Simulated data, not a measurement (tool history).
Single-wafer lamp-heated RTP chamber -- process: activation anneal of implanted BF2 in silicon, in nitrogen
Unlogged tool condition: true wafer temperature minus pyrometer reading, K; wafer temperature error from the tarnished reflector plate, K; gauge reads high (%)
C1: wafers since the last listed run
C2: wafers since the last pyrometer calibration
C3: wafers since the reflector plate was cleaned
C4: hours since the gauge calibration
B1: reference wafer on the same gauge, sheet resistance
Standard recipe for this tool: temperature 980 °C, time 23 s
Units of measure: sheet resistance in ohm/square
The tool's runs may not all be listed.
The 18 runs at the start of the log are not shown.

{"hour": 1501.5, "done": "reflector plate cleaned"}
{"run": 19, "hour": 1522.5, "temperature": 962, "time": 30, "C1": 1306, "C2": 5916, "C3": 402, "C4": 117.8, "B1": 277.96, "sheet resistance": 290.36}
{"run": 20, "hour": 1568.2, "temperature": 962, "time": 35, "C1": 876, "C2": 6793, "C3": 1279, "C4": 163.5, "B1": 278.15, "sheet resistance": 281.19}
{"hour": 1633.0, "done": "pyrometer window cleaned and pyrometer calibrated"}
{"run": 21, "hour": 1633.5, "temperature": 1000, "time": 35, "C1": 1099, "C2": 9, "C3": 2378, "C4": 228.8, "B1": 278.17, "sheet resistance": 182.33}
{"run": 22, "hour": 1684.3, "temperature": 980, "time": 23, "C1": 974, "C2": 984, "C3": 3353, "C4": 279.6, "B1": 277.91, "sheet resistance": 255.31}
{"run": 23, "hour": 1759.9, "temperature": 999, "time": 14, "C1": 1450, "C2": 2434, "C3": 4804, "C4": 355.2, "B1": 278.01, "sheet resistance": 235.2}
{"run": 24, "hour": 1864.2, "temperature": 998, "time": 34, "C1": 2001, "C2": 4436, "C3": 6805, "C4": 459.5, "B1": 278, "sheet resistance": 187.44}
{"run": 25, "hour": 1912.6, "temperature": 980, "time": 23, "C1": 928, "C2": 5364, "C3": 7733, "C4": 507.9, "B1": 277.75, "sheet resistance": 255.7}
{"run": 26, "hour": 1951.2, "temperature": 989, "time": 10, "C1": 740, "C2": 6105, "C3": 8474, "C4": 546.5, "B1": 278.01, "sheet resistance": 275.02}
{"run": 27, "hour": 2026.9, "temperature": 957, "time": 23, "C1": 1452, "C2": 7557, "C3": 9926, "C4": 622.2, "B1": 277.83, "sheet resistance": 319.5}
{"run": 28, "hour": 2084.7, "temperature": 980, "time": 23, "C1": 1108, "C2": 8666, "C3": 11035, "C4": 680, "B1": 278.16, "sheet resistance": 256.27}
{"hour": 2179.0, "done": "reflector plate cleaned"}
{"hour": 2181.9, "done": "pyrometer window cleaned and pyrometer calibrated"}
{"run": 29, "hour": 2182.4, "temperature": 980, "time": 23, "C1": 1666, "C2": 10, "C3": 10, "C4": 777.7, "B1": 277.91, "sheet resistance": 255.32}
{"run": 30, "hour": 2275.5, "temperature": 980, "time": 31, "C1": 1786, "C2": 1796, "C3": 1796, "C4": 870.8, "B1": 277.6, "sheet resistance": 239.3}
{"run": 31, "hour": 2341.2, "temperature": 980, "time": 23, "C1": 1260, "C2": 3057, "C3": 3057, "C4": 936.5, "B1": 277.73, "sheet resistance": 255.38}
{"run": 32, "hour": 2417.2, "temperature": 996, "time": 34, "C1": 1458, "C2": 4515, "C3": 4515, "C4": 1012.5, "B1": 278.06, "sheet resistance": 191.93}
{"run": 33, "hour": 2494.8, "temperature": 969, "time": 36, "C1": 1488, "C2": 6004, "C3": 6004, "C4": 1090.1, "B1": 277.91, "sheet resistance": 258.75}

4 options for the next run, each taken on its own from the tool as it stands now. Forecast them:
{"run": "A", "hour": 2495.2, "temperature": 961, "time": 23, "C1": 7, "C2": 6011, "C3": 6011, "C4": 1090.5, "B1": "?", "sheet resistance": "?"}
{"run": "B", "hour": 2495.2, "temperature": 995, "time": 10, "C1": 7, "C2": 6011, "C3": 6011, "C4": 1090.5, "B1": "?", "sheet resistance": "?"}
{"run": "C", "hour": 2495.2, "temperature": 957, "time": 13, "C1": 7, "C2": 6011, "C3": 6011, "C4": 1090.5, "B1": "?", "sheet resistance": "?"}
{"run": "D", "hour": 2495.2, "temperature": 967, "time": 16, "C1": 7, "C2": 6011, "C3": 6011, "C4": 1090.5, "B1": "?", "sheet resistance": "?"}

run=A B1=277.72 sheet_resistance=308.08
run=B B1=277.72 sheet_resistance=261.99
run=C B1=277.72 sheet_resistance=346.12
run=D B1=277.72 sheet_resistance=309.31
Without the tool's hidden state the same runs would have given:
run=A sheet_resistance=308.08
run=B sheet_resistance=261.99
run=C sheet_resistance=346.12
run=D sheet_resistance=309.31

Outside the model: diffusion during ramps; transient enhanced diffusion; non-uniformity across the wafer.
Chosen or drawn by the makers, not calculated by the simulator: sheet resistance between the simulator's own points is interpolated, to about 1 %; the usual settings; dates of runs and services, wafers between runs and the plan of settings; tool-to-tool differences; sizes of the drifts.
